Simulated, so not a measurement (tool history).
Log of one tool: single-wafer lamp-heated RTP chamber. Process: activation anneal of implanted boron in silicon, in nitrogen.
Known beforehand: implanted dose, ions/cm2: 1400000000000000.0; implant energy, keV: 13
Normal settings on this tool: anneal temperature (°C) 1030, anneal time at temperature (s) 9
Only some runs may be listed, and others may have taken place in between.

run,hour,anneal temperature (°C),anneal time at temperature (s),"read-back reference wafer on the same gauge, sheet resistance",sheet resistance of the implanted and annealed layer (ohm/square)
1,0,1030,9,100.09,98.52
2,47.6,1030,9,100,99.4
# hour 77.3: pyrometer window cleaned and pyrometer calibrated
3,119,1030,9,99.95,99.48
4,169.4,1030,9,100.01,99.13
5,238.4,1030,8,99.95,99.97
6,288.4,1030,9,100.05,98.83
7,349.9,1030,9,100.06,98.91
8,428,1030,9,100.02,98.5
# hour 482.6: reflector plate cleaned
# hour 496.8: pyrometer window cleaned and pyrometer calibrated
9,531.7,1030,9,100,101.62
10,634,1030,9,99.95,100.55
11,696.7,1030,9,100,99.68
# hour 938.5: pyrometer window cleaned and pyrometer calibrated
12,964.2,1030,9,99.97,99.51
13,1036.3,1030,9,99.99,98.74
# hour 1077.9: gauge calibrated
14,1117.2,1030,7,100.05,100.29
# hour 1191.6: reflector plate cleaned
15,1216.1,1048,11,100.03,95.9
16,1322,1056,14,99.98,94.18
17,1361.9,1030,9,99.98,99.45
# hour 1437.3: pyrometer window cleaned and pyrometer calibrated
18,1468.8,1007,12,99.98,104.66
19,1558.8,1056,6,100.03,95.88
20,1639.9,1030,4,100.01,101.75
21,1702.1,1009,7,99.96,105.08

Some steps in sheet resistance of the implanted and annealed layer (ohm/square) between neighbouring runs. How much of each would the tool show without its hidden state too (settings, what came in, random variation), and how much is left for the hidden state, with any gauge scatter that isn't in both results?
Hidden state present: true wafer temperature minus pyrometer reading, K; wafer temperature error from the tarnished reflector plate, K; gauge reads high (%).
Run 8 -> 9: reflector plate cleaned, pyrometer window cleaned and pyrometer calibrated. sheet resistance of the implanted and annealed layer (ohm/square) +3.12: hidden state +2.34, all else +0.78.
Run 18 -> 19: anneal temperature (°C) 1007 -> 1056, anneal time at temperature (s) 12 -> 6. sheet resistance of the implanted and annealed layer (ohm/square) -8.78: hidden state +0.62, all else -9.4.
Run 19 -> 20: anneal temperature (°C) 1056 -> 1030, anneal time at temperature (s) 6 -> 4. sheet resistance of the implanted and annealed layer (ohm/square) +5.87: hidden state -1.37, all else +7.24.
Run 20 -> 21: anneal temperature (°C) 1030 -> 1009, anneal time at temperature (s) 4 -> 7. sheet resistance of the implanted and annealed layer (ohm/square) +3.33: hidden state -1.44, all else +4.77.
